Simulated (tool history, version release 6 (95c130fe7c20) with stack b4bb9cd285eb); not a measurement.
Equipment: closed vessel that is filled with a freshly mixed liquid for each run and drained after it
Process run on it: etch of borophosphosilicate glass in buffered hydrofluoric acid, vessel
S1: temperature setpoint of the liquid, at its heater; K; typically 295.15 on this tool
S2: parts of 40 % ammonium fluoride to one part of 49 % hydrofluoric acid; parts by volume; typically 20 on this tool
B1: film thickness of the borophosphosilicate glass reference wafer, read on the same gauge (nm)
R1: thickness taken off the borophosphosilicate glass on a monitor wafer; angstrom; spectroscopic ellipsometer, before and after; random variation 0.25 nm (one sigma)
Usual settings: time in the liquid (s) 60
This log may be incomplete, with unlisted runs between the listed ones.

{"run": 1, "hour": 0.0, "S1": 295.15, "S2": 20, "time in the liquid (s)": 45, "B1": 130.03, "R1": 241.3}
{"run": 2, "hour": 62.6, "S1": 295.15, "S2": 20, "time in the liquid (s)": 60, "B1": 130.01, "R1": 317.9}
{"run": 3, "hour": 87.1, "S1": 295.15, "S2": 20, "time in the liquid (s)": 60, "B1": 130, "R1": 323.9}
{"run": 4, "hour": 124.2, "S1": 295.15, "S2": 20, "time in the liquid (s)": 75, "B1": 129.98, "R1": 400.5}
{"run": 5, "hour": 161.3, "S1": 295.15, "S2": 20, "time in the liquid (s)": 75, "B1": 130.02, "R1": 402.1}
{"run": 6, "hour": 212.8, "S1": 295.15, "S2": 20, "time in the liquid (s)": 75, "B1": 129.98, "R1": 396.9}
{"run": 7, "hour": 255.8, "S1": 297.15, "S2": 20, "time in the liquid (s)": 35, "B1": 129.99, "R1": 210.4}
{"run": 8, "hour": 283.5, "S1": 297.15, "S2": 20, "time in the liquid (s)": 35, "B1": 129.94, "R1": 205.9}
{"run": 9, "hour": 310.4, "S1": 297.15, "S2": 20, "time in the liquid (s)": 35, "B1": 130.01, "R1": 206.7}
{"run": 10, "hour": 344.7, "S1": 297.65, "S2": 15, "time in the liquid (s)": 60, "B1": 129.99, "R1": 473.1}
{"run": 11, "hour": 376.5, "S1": 295.15, "S2": 20, "time in the liquid (s)": 60, "B1": 130, "R1": 318.9}
{"run": 12, "hour": 401.1, "S1": 295.15, "S2": 20, "time in the liquid (s)": 60, "B1": 129.99, "R1": 313.8}
{"run": 13, "hour": 446.6, "S1": 295.15, "S2": 20, "time in the liquid (s)": 60, "B1": 130.01, "R1": 316.8}
{"run": 14, "hour": 494.0, "S1": 297.15, "S2": 20, "time in the liquid (s)": 35, "B1": 130.01, "R1": 202.2}
{"run": 15, "hour": 527.0, "S1": 295.15, "S2": 20, "time in the liquid (s)": 60, "B1": 130.01, "R1": 317.9}
{"run": 16, "hour": 581.5, "S1": 295.15, "S2": 20, "time in the liquid (s)": 60, "B1": 130.04, "R1": 311.6}
{"run": 17, "hour": 635.0, "S1": 295.15, "S2": 20, "time in the liquid (s)": 60, "B1": 130.05, "R1": 316.1}
{"run": 18, "hour": 690.1, "S1": 295.15, "S2": 14, "time in the liquid (s)": 60, "B1": 129.99, "R1": 431.8}
{"run": 19, "hour": 734.8, "S1": 291.15, "S2": 18, "time in the liquid (s)": 30, "B1": 129.99, "R1": 134}
{"run": 20, "hour": 786.5, "S1": 298.65, "S2": 17, "time in the liquid (s)": 35, "B1": 129.99, "R1": 246.6}
{"run": 21, "hour": 834.2, "S1": 295.15, "S2": 20, "time in the liquid (s)": 95, "B1": 130.01, "R1": 493}
{"hour": 841.4, "done": "thermometer replaced"}
{"hour": 883.2, "done": "hydrofluoric acid flow meter replaced"}
{"run": 22, "hour": 886.3, "S1": 291.15, "S2": 20, "time in the liquid (s)": 60, "B1": 130.02, "R1": 267.8}
{"run": 23, "hour": 929.3, "S1": 291.15, "S2": 20, "time in the liquid (s)": 60, "B1": 130, "R1": 269.3}
{"run": 24, "hour": 997.4, "S1": 295.15, "S2": 20, "time in the liquid (s)": 60, "B1": 130.01, "R1": 336.1}
{"hour": 1023.8, "done": "gauge calibrated"}
{"run": 25, "hour": 1059.7, "S1": 298.65, "S2": 25.5, "time in the liquid (s)": 80, "B1": 129.98, "R1": 455.3}
{"run": 26, "hour": 1232.7, "S1": 295.15, "S2": 20, "time in the liquid (s)": 60, "B1": 130.01, "R1": 329.3}
{"run": 27, "hour": 1261.9, "S1": 295.15, "S2": 25, "time in the liquid (s)": 80, "B1": 129.99, "R1": 375.1}
{"run": 28, "hour": 1296.3, "S1": 298.15, "S2": 20, "time in the liquid (s)": 40, "B1": 129.99, "R1": 258.8}
{"run": 29, "hour": 1327.2, "S1": 292.65, "S2": 15.5, "time in the liquid (s)": 60, "B1": 130.02, "R1": 367.1}
{"run": 30, "hour": 1353.8, "S1": 295.15, "S2": 23.5, "time in the liquid (s)": 60, "B1": 129.98, "R1": 294.9}
{"run": 31, "hour": 1402.2, "S1": 295.15, "S2": 20, "time in the liquid (s)": 60, "B1": 130, "R1": 325.8}

Each row is a separate what-if for the run after 31, all from the same tool condition, not one after another. Results?
{"run": "A", "hour": 1402.9, "S1": 295.15, "S2": 20, "time in the liquid (s)": 60, "B1": "?", "R1": "?"}
{"run": "B", "hour": 1402.9, "S1": 299.15, "S2": 23, "time in the liquid (s)": 30, "B1": "?", "R1": "?"}
{"run": "C", "hour": 1402.9, "S1": 293.15, "S2": 20, "time in the liquid (s)": 40, "B1": "?", "R1": "?"}
{"run": "D", "hour": 1402.9, "S1": 296.65, "S2": 26.5, "time in the liquid (s)": 80, "B1": "?", "R1": "?"}

run=A B1=130.02 R1=327.3
run=B B1=130.02 R1=184.6
run=C B1=130.02 R1=195.4
run=D B1=130.02 R1=390
Without the tool's hidden state the same runs would have given:
run=A R1=335.9
run=B R1=189.5
run=C R1=200.5
run=D R1=400.2
